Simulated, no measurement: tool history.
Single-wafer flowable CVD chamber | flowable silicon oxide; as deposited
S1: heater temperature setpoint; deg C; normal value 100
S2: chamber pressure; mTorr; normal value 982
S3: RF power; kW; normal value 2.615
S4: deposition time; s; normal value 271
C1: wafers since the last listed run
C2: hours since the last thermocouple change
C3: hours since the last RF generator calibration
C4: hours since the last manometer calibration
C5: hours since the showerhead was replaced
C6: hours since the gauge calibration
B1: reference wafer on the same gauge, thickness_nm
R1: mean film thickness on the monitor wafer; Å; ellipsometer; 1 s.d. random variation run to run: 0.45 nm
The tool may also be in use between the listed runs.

Run 1, hour 0: usual settings but S3 3.03 kW, S4 297 s; C1 0; C2 256.6; C3 886.8; C4 1581.4; C5 8316.1; C6 315.2; B1 217.977. Result: R1 2486.66 Å.
Run 2, hour 52: usual settings but S2 922 mTorr, S3 2.835 kW; C1 254; C2 308.6; C3 938.8; C4 1633.4; C5 8368.1; C6 367.2; B1 218.075. Result: R1 2110.28 Å.
Run 3, hour 109.7: usual settings; C1 282; C2 366.3; C3 996.5; C4 1691.1; C5 8425.8; C6 424.9; B1 217.943. Result: R1 2219.51 Å.
Run 4, hour 266.3: usual settings; C1 765; C2 522.9; C3 1153.1; C4 1847.7; C5 8582.4; C6 581.5; B1 218.008. Result: R1 2214.14 Å.
Run 5, hour 338.1: usual settings; C1 350; C2 594.7; C3 1224.9; C4 1919.5; C5 8654.2; C6 653.3; B1 217.951. Result: R1 2230.63 Å.
Run 6, hour 370.4: usual settings; C1 157; C2 627; C3 1257.2; C4 1951.8; C5 8686.5; C6 685.6; B1 217.995. Result: R1 2220.33 Å.
Run 7, hour 415.9: usual settings; C1 222; C2 672.5; C3 1302.7; C4 1997.3; C5 8732; C6 731.1; B1 217.898. Result: R1 2221.19 Å.
At hour 436.2: gauge calibrated.
Run 8, hour 487: usual settings; C1 347; C2 743.6; C3 1373.8; C4 2068.4; C5 8803.1; C6 50.8; B1 218.104. Result: R1 2229.91 Å.
Run 9, hour 517.3: usual settings; C1 148; C2 773.9; C3 1404.1; C4 2098.7; C5 8833.4; C6 81.1; B1 217.953. Result: R1 2233.4 Å.
Run 10, hour 585.7: usual settings; C1 334; C2 842.3; C3 1472.5; C4 2167.1; C5 8901.8; C6 149.5; B1 218.036. Result: R1 2227.09 Å.
At hour 722.9: showerhead replaced.
Run 11, hour 726.6: usual settings; C1 649; C2 983.2; C3 1613.4; C4 2308; C5 3.7; C6 290.4; B1 218.041. Result: R1 2227.44 Å.
Run 12, hour 781.7: usual settings but S1 112 deg C, S2 865 mTorr; C1 269; C2 1038.3; C3 1668.5; C4 2363.1; C5 58.8; C6 345.5; B1 218.15. Result: R1 1380.21 Å.
Run 13, hour 835: usual settings but S3 2.87 kW, S4 286 s; C1 260; C2 1091.6; C3 1721.8; C4 2416.4; C5 112.1; C6 398.8; B1 218.012. Result: R1 2365.33 Å.
At hour 848.8: RF generator calibrated.
Run 14, hour 870.7: usual settings but S1 106 deg C, S2 1075 mTorr, S3 2.905 kW, S4 295 s; C1 135; C2 1127.3; C3 21.9; C4 2452.1; C5 147.8; C6 434.5; B1 218.072. Result: R1 2255.92 Å.
Run 15, hour 899.8: usual settings but S1 105 deg C; C1 142; C2 1156.4; C3 51; C4 2481.2; C5 176.9; C6 463.6; B1 217.982. Result: R1 1915.11 Å.
Run 16, hour 959.9: usual settings; C1 293; C2 1216.5; C3 111.1; C4 2541.3; C5 237; C6 523.7; B1 218.124. Result: R1 2226.74 Å.
At hour 1006.1: thermocouple changed; heater temperature recalibrated.
Run 17, hour 1021.1: usual settings but S1 109 deg C, S4 225 s; C1 260; C2 15; C3 172.3; C4 2602.5; C5 298.2; C6 584.9; B1 218.056. Result: R1 1417.54 Å.
At hour 1033.1: capacitance manometer re-zeroed and calibrated.
Run 18, hour 1101.4: usual settings; C1 353; C2 95.3; C3 252.6; C4 68.3; C5 378.5; C6 665.2; B1 218.075. Result: R1 2227.91 Å.
Run 19, hour 1146.5: usual settings but S2 1049 mTorr; C1 220; C2 140.4; C3 297.7; C4 113.4; C5 423.6; C6 710.3; B1 217.965. Result: R1 2381.9 Å.
Run 20, hour 1209.8: usual settings but S1 109 deg C, S3 2.11 kW, S4 295 s; C1 309; C2 203.7; C3 361; C4 176.7; C5 486.9; C6 773.6; B1 218.066. Result: R1 1751.73 Å.
At hour 1220.4: gauge calibrated.
Run 21, hour 1269: usual settings but S1 93 deg C, S4 318 s; C1 289; C2 262.9; C3 420.2; C4 235.9; C5 546.1; C6 48.6; B1 218.079. Result: R1 3189.95 Å.
Run 22, hour 1297.1: usual settings but S1 109 deg C, S2 899 mTorr, S4 292 s; C1 137; C2 291; C3 448.3; C4 264; C5 574.2; C6 76.7; B1 217.976. Result: R1 1679.94 Å.
Run 23, hour 1328.2: usual settings; C1 152; C2 322.1; C3 479.4; C4 295.1; C5 605.3; C6 107.8; B1 218.157. Result: R1 2218.81 Å.

Here are 4 independent what-if runs from the current tool condition. What would each one return?
Run A, hour 1328.7: usual settings but S2 1130 mTorr; C1 2; C2 322.6; C3 479.9; C4 295.6; C5 605.8; C6 108.3; B1 ?. Result: R1 ?.
Run B, hour 1328.7: usual settings but S1 89 deg C, S2 808 mTorr, S3 3.07 kW, S4 223 s; C1 2; C2 322.6; C3 479.9; C4 295.6; C5 605.8; C6 108.3; B1 ?. Result: R1 ?.
Run C, hour 1328.7: usual settings but S3 2.4 kW; C1 2; C2 322.6; C3 479.9; C4 295.6; C5 605.8; C6 108.3; B1 ?. Result: R1 ?.
Run D, hour 1328.7: usual settings but S2 907 mTorr; C1 2; C2 322.6; C3 479.9; C4 295.6; C5 605.8; C6 108.3; B1 ?. Result: R1 ?.

run       B1       R1
  A  217.946  2548.07
  B  217.946  2119.89
  C  217.946  2182.88
  D  217.946  2055.56
What these runs would have given with no unlogged condition in the tool:
run       R1
  A  2548.07
  B  2119.89
  C  2182.88
  D  2055.56
